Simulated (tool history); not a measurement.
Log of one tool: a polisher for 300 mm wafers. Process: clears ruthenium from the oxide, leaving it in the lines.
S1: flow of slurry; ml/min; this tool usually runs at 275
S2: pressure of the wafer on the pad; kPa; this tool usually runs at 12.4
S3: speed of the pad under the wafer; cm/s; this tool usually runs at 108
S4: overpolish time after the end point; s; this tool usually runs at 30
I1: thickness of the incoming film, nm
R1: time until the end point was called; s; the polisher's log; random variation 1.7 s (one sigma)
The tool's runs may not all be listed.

run	hour	S1	S2	S3	S4	I1	R1
1	0	275	12.4	108	30	142.3	147.4
2	106.6	275	12.4	108	30	140.6	153.5
3	193.1	275	12.4	108	30	141.1	151.8
4	275.2	275	12.4	108	30	140	148.2
5	337.4	275	12.4	108	30	140.8	148.2
6	421.4	275	12.4	108	30	139.3	147.3
7	526.8	275	9.7	108	30	143	174.3
8	610.5	275	12.4	108	30	138.3	143.8
9	666.7	275	12.4	108	30	139.3	145.2
10	861.6	275	12.4	108	30	138.8	145.4
11	946	275	12.4	108	30	138.4	144.6
12	1048.3	275	12.4	108	30	140.6	146.9
13	1146.2	315	15.9	84	13	141.4	158.3
14	1186.8	275	12.4	108	30	141.5	144.9
15	1244.2	275	12.4	108	30	141.3	145.1
16	1308.2	245	11	98	46	141.1	170
17	1344.5	275	12.4	138	30	141	114.4
18	1393.7	275	9	108	30	142.3	185.9
19	1483.8	275	12.4	108	30	140.9	152.4
20	1531.7	275	12.4	108	30	138.2	145
21	1572.9	320	12.4	90	39	139.6	170.2
22	1779.2	210	8.3	120	22	138.8	168
23	1858.2	360	15.2	144	46	140.5	94.4
24	1901.6	275	15.9	134	37	138.9	98.2

Between the runs listed above, the log contained 10 entries, not reproduced here. Where in the sequence does each belong, and how does what the log doesn't record of the tool's condition differ from the listed run before to the listed run after?
In the gap between runs 1 and 2: head pressure recalibrated (hour 90.7)
  deviation of the head's pressure from its setpoint, %: 7.06 -> -0.493
  difference, measured minus the result without the unlogged condition, R1: -6.7 -> +0.5 s
In the gap between runs 4 and 5: worn pad replaced by a new one (hour 304.1)
  deviation of the head's pressure from its setpoint, %: 3.18 -> 4.02
  difference, measured minus the result without the unlogged condition, R1: -3.1 -> -3.9 s
In the gap between runs 6 and 7: slurry nozzle cleaned (hour 493.8)
  deviation of the head's pressure from its setpoint, %: 4.87 -> 5.61
  difference, measured minus the result without the unlogged condition, R1: -4.6 -> -6.3 s
In the gap between runs 9 and 10: worn pad replaced by a new one (hour 717); head pressure recalibrated (hour 753.9)
  deviation of the head's pressure from its setpoint, %: 6.21 -> 2.89
  difference, measured minus the result without the unlogged condition, R1: -5.9 -> -2.7 s
In the gap between runs 12 and 13: worn pad replaced by a new one (hour 1113.7)
  deviation of the head's pressure from its setpoint, %: 5.62 -> 6.41
  difference, measured minus the result without the unlogged condition, R1: -5.3 -> -6.6 s
In the gap between runs 16 and 17: slurry nozzle cleaned (hour 1332.1)
  deviation of the head's pressure from its setpoint, %: 7.21 -> 7.33
  difference, measured minus the result without the unlogged condition, R1: -8 -> -5.4 s
In the gap between runs 17 and 18: head pressure recalibrated (hour 1393.2)
  deviation of the head's pressure from its setpoint, %: 7.33 -> -0.821
  difference, measured minus the result without the unlogged condition, R1: -5.4 -> +1 s
In the gap between runs 18 and 19: worn pad replaced by a new one (hour 1483.3)
  deviation of the head's pressure from its setpoint, %: -0.821 -> 1.59
  difference, measured minus the result without the unlogged condition, R1: +1 -> -1.5 s
In the gap between runs 23 and 24: worn pad replaced by a new one (hour 1875.6)
  deviation of the head's pressure from its setpoint, %: 5.91 -> 6.11
  difference, measured minus the result without the unlogged condition, R1: -3.6 -> -3.9 s
